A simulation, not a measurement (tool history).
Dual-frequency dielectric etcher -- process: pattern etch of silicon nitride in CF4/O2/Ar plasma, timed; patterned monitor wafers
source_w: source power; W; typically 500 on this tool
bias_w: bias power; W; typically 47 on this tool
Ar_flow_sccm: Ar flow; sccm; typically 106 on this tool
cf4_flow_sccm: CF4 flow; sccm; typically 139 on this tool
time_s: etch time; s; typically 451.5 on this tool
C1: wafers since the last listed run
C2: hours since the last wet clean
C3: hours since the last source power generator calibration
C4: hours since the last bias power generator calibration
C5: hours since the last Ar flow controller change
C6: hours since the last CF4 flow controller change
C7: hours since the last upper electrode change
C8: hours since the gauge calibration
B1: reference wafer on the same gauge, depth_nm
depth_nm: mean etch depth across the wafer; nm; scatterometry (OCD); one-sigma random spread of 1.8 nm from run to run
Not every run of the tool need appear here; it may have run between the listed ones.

run 1 hour=0.0 | source_w=500 bias_w=51 Ar_flow_sccm=106 cf4_flow_sccm=120 time_s=451.5 | C1=0 C2=381.1 C3=3365.8 C4=1476.1 C5=4054.6 C6=3212.7 C7=4514.7 C8=559.2 | B1=954.0 | depth_nm=857.1
run 2 hour=55.0 | source_w=500 bias_w=51 Ar_flow_sccm=106 cf4_flow_sccm=120 time_s=451.5 | C1=118 C2=436.1 C3=3420.8 C4=1531.1 C5=4109.6 C6=3267.7 C7=4569.7 C8=614.2 | B1=953.6 | depth_nm=851.5
-- hour=128.0 wet clean of the chamber
run 3 hour=160.4 | source_w=460 bias_w=47 Ar_flow_sccm=106 cf4_flow_sccm=139 time_s=451.5 | C1=175 C2=32.4 C3=3526.2 C4=1636.5 C5=4215.0 C6=3373.1 C7=4675.1 C8=719.6 | B1=954.1 | depth_nm=813.0
run 4 hour=231.2 | source_w=500 bias_w=47 Ar_flow_sccm=106 cf4_flow_sccm=139 time_s=451.5 | C1=152 C2=103.2 C3=3597.0 C4=1707.3 C5=4285.8 C6=3443.9 C7=4745.9 C8=790.4 | B1=954.2 | depth_nm=854.3
run 5 hour=281.3 | source_w=500 bias_w=47 Ar_flow_sccm=106 cf4_flow_sccm=139 time_s=451.5 | C1=107 C2=153.3 C3=3647.1 C4=1757.4 C5=4335.9 C6=3494.0 C7=4796.0 C8=840.5 | B1=954.0 | depth_nm=853.3
-- hour=323.1 gauge calibrated
run 6 hour=359.6 | source_w=500 bias_w=47 Ar_flow_sccm=106 cf4_flow_sccm=139 time_s=451.5 | C1=168 C2=231.6 C3=3725.4 C4=1835.7 C5=4414.2 C6=3572.3 C7=4874.3 C8=36.5 | B1=954.1 | depth_nm=847.1
-- hour=372.3 bias power generator calibrated
-- hour=396.8 Ar flow controller replaced
run 7 hour=440.0 | source_w=500 bias_w=47 Ar_flow_sccm=106 cf4_flow_sccm=139 time_s=451.5 | C1=151 C2=312.0 C3=3805.8 C4=67.7 C5=43.2 C6=3652.7 C7=4954.7 C8=116.9 | B1=954.2 | depth_nm=853.8
run 8 hour=480.3 | source_w=500 bias_w=43 Ar_flow_sccm=106 cf4_flow_sccm=152 time_s=451.5 | C1=86 C2=352.3 C3=3846.1 C4=108.0 C5=83.5 C6=3693.0 C7=4995.0 C8=157.2 | B1=954.0 | depth_nm=835.3
-- hour=563.8 source power generator calibrated
-- hour=573.0 CF4 flow controller replaced
run 9 hour=578.6 | source_w=500 bias_w=47 Ar_flow_sccm=106 cf4_flow_sccm=154 time_s=410.0 | C1=190 C2=450.6 C3=14.8 C4=206.3 C5=181.8 C6=5.6 C7=5093.3 C8=255.5 | B1=954.0 | depth_nm=777.4
run 10 hour=641.7 | source_w=600 bias_w=47 Ar_flow_sccm=106 cf4_flow_sccm=150 time_s=451.5 | C1=135 C2=513.7 C3=77.9 C4=269.4 C5=244.9 C6=68.7 C7=5156.4 C8=318.6 | B1=953.8 | depth_nm=972.2
-- hour=679.9 wet clean of the chamber
-- hour=757.8 upper electrode replaced
run 11 hour=762.6 | source_w=500 bias_w=47 Ar_flow_sccm=106 cf4_flow_sccm=139 time_s=579.5 | C1=157 C2=82.7 C3=198.8 C4=390.3 C5=365.8 C6=189.6 C7=4.8 C8=439.5 | B1=954.0 | depth_nm=1115.8
run 12 hour=846.6 | source_w=430 bias_w=54 Ar_flow_sccm=106 cf4_flow_sccm=139 time_s=451.5 | C1=181 C2=166.7 C3=282.8 C4=474.3 C5=449.8 C6=273.6 C7=88.8 C8=523.5 | B1=954.2 | depth_nm=809.8

Run 13 comes next. What will it give?
run 13 hour=938.6 | source_w=500 bias_w=37 Ar_flow_sccm=106 cf4_flow_sccm=160 time_s=451.5 | C1=198 C2=258.7 C3=374.8 C4=566.3 C5=541.8 C6=365.6 C7=180.8 C8=615.5 | B1=? | depth_nm=?

Logged for run 13: B1 954.0, depth_nm 807.5 nm.
If the tool had no hidden condition, the same run with the same run-to-run variation would have returned depth_nm 819.4 nm.
